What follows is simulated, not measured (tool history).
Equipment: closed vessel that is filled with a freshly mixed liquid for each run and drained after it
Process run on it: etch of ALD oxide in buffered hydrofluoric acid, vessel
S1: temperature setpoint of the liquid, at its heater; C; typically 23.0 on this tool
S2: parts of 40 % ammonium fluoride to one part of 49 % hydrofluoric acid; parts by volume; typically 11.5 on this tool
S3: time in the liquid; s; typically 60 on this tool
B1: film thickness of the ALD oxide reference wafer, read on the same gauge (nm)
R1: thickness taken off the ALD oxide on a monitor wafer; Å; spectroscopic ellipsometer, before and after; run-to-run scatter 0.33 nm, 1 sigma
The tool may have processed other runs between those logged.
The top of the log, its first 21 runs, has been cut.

run,hour,S1,S2,S3,B1,R1
22,1657.4,18.5,11.5,50,40.01,603.8
# hour 1664.8: hydrofluoric acid flow meter replaced
23,1734.1,23.0,11.5,60,40.01,893.5
24,2018.0,23.0,11.5,60,40.01,911.1
25,2101.4,23.0,14.5,60,40.02,730.9
26,2338.4,25.0,14.5,60,40.01,831.4
27,2407.9,26.5,11.5,60,40.00,1140.3
28,2509.6,23.0,11.5,90,40.00,1413.4
29,2612.5,23.0,10.5,50,40.01,865.7
# hour 2646.8: hydrofluoric acid flow meter replaced
30,2654.1,23.0,11.5,30,40.03,452.7

Below are 3 alternative next runs, each starting from the tool's condition after run 30. Predict each:
A,2654.8,23.0,9.5,60,?,?
B,2654.8,25.0,13.5,60,?,?
C,2654.8,21.5,8.5,85,?,?

run,B1,R1
A,40.00,1076.0
B,40.00,866.9
C,40.00,1546.5
Had the tool no hidden state, the same runs would have come out as:
run,R1
A,1037.3
B,835.6
C,1489.3

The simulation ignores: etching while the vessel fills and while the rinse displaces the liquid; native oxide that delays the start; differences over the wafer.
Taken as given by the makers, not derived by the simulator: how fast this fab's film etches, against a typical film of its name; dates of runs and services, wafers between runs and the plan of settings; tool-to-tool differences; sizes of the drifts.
